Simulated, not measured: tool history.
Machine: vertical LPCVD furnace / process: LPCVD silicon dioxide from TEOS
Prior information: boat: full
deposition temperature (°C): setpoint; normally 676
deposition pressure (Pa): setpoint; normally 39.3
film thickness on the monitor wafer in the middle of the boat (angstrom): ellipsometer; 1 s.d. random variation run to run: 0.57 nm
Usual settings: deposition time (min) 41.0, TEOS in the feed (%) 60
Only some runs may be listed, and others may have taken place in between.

run     day  deposition temperature (°C)  deposition pressure (Pa)  deposition time (min)  TEOS in the feed (%)  wafers since the last listed run  hours since the last temperature calibration  hours since the pressure gauge was zeroed  hours since the TEOS flow controller was replaced  hours since the gauge calibration  read-back reference wafer on the same gauge, thickness  film thickness on the monitor wafer in the middle of the boat (angstrom)
  1   0.000                          676                      39.3                   41.0                    60                                 0                                        3327.1                                     3285.9                                             4534.1                               48.7                                                  175.27                                                                    1604.0
  2   0.979                          676                      39.3                   41.0                    60                               222                                        3350.6                                     3309.4                                             4557.6                               72.2                                                  174.93                                                                    1609.6
  3   1.754                          676                      39.3                   41.0                    60                               176                                        3369.2                                     3328.0                                             4576.2                               90.8                                                  174.54                                                                    1611.3
  4   2.558                          676                      39.3                   41.0                    60                               183                                        3388.5                                     3347.3                                             4595.5                              110.1                                                  174.55                                                                    1603.7
  5   3.783                          676                      39.3                   41.0                    60                               278                                        3417.9                                     3376.7                                             4624.9                              139.5                                                  174.43                                                                    1596.9
  6   5.196                          676                      39.3                   46.0                    51                               321                                        3451.8                                     3410.6                                             4658.8                              173.4                                                  174.07                                                                    1654.9
  7   5.950                          676                      39.3                   41.0                    60                               171                                        3469.9                                     3428.7                                             4676.9                              191.5                                                  174.37                                                                    1587.7
  8   6.621                          676                      34.7                   41.0                    60                               152                                        3486.0                                     3444.8                                             4693.0                              207.6                                                  174.11                                                                    1500.0
  9   7.196                          676                      39.3                   41.0                    60                               130                                        3499.8                                     3458.6                                             4706.8                              221.4                                                  174.04                                                                    1585.6
 10   7.817                          676                      39.3                   41.0                    60                               141                                        3514.7                                     3473.5                                             4721.7                              236.3                                                  173.39                                                                    1599.0
      9.046  -- pressure gauge zeroed
 11   9.067                          676                      39.3                   41.0                    60                                56                                        3544.7                                        0.5                                             4751.7                              266.3                                                  173.52                                                                    1586.9
 12   9.325                          667                      46.0                   41.0                    60                                58                                        3550.9                                        6.7                                             4757.9                              272.5                                                  173.39                                                                    1377.9
 13   9.879                          676                      36.7                   57.0                    60                               126                                        3564.2                                       20.0                                             4771.2                              285.8                                                  173.27                                                                    2124.4
     11.175  -- thermocouples replaced and temperature profile calibrated
 14  11.196                          676                      39.3                   41.0                    49                                72                                           0.5                                       51.6                                             4802.8                              317.4                                                  173.22                                                                    1429.8
 15  11.417                          681                      39.3                   41.0                    60                                50                                           5.8                                       56.9                                             4808.1                              322.7                                                  173.05                                                                    1786.3
     12.729  -- TEOS flow controller replaced
 16  12.817                          666                      48.7                   31.5                    65                                91                                          39.4                                       90.5                                                2.1                              356.3                                                  172.81                                                                    1095.6
 17  13.421                          676                      39.3                   41.0                    60                               137                                          53.9                                      105.0                                               16.6                              370.8                                                  172.83                                                                    1584.8
     14.533  -- gauge calibrated
 18  14.721                          665                      46.0                   45.5                    71                               295                                          85.1                                      136.2                                               47.8                                4.5                                                  174.83                                                                    1589.6
 19  15.967                          687                      39.3                   25.5                    54                               283                                         115.0                                      166.1                                               77.7                               34.4                                                  174.70                                                                    1229.4
 20  17.246                          676                      39.3                   41.0                    60                               291                                         145.7                                      196.8                                              108.4                               65.1                                                  174.54                                                                    1595.4
 21  18.204                          672                      44.0                   49.5                    60                               218                                         168.7                                      219.8                                              131.4                               88.1                                                  174.39                                                                    1835.0
 22  19.454                          670                      34.0                   54.5                    64                               284                                         198.7                                      249.8                                              161.4                              118.1                                                  173.90                                                                    1749.1

Give the tool's hidden conditions for every run:
true tube temperature minus thermocouple reading, K: 0 on each run
true pressure minus gauge reading, mTorr: 0 on each run
deviation of the TEOS flow from its setpoint, %: 0 on each run
H1: gauge reads high (%)
run       H1
  1   0.0404
  2  -0.0536
  3   -0.128
  4   -0.205
  5   -0.323
  6   -0.458
  7   -0.531
  8   -0.595
  9    -0.65
 10    -0.71
 11    -0.83
 12   -0.855
 13   -0.908
 14    -1.03
 15    -1.06
 16    -1.19
 17    -1.25
 18  -0.0358
 19   -0.155
 20   -0.278
 21    -0.37
 22    -0.49
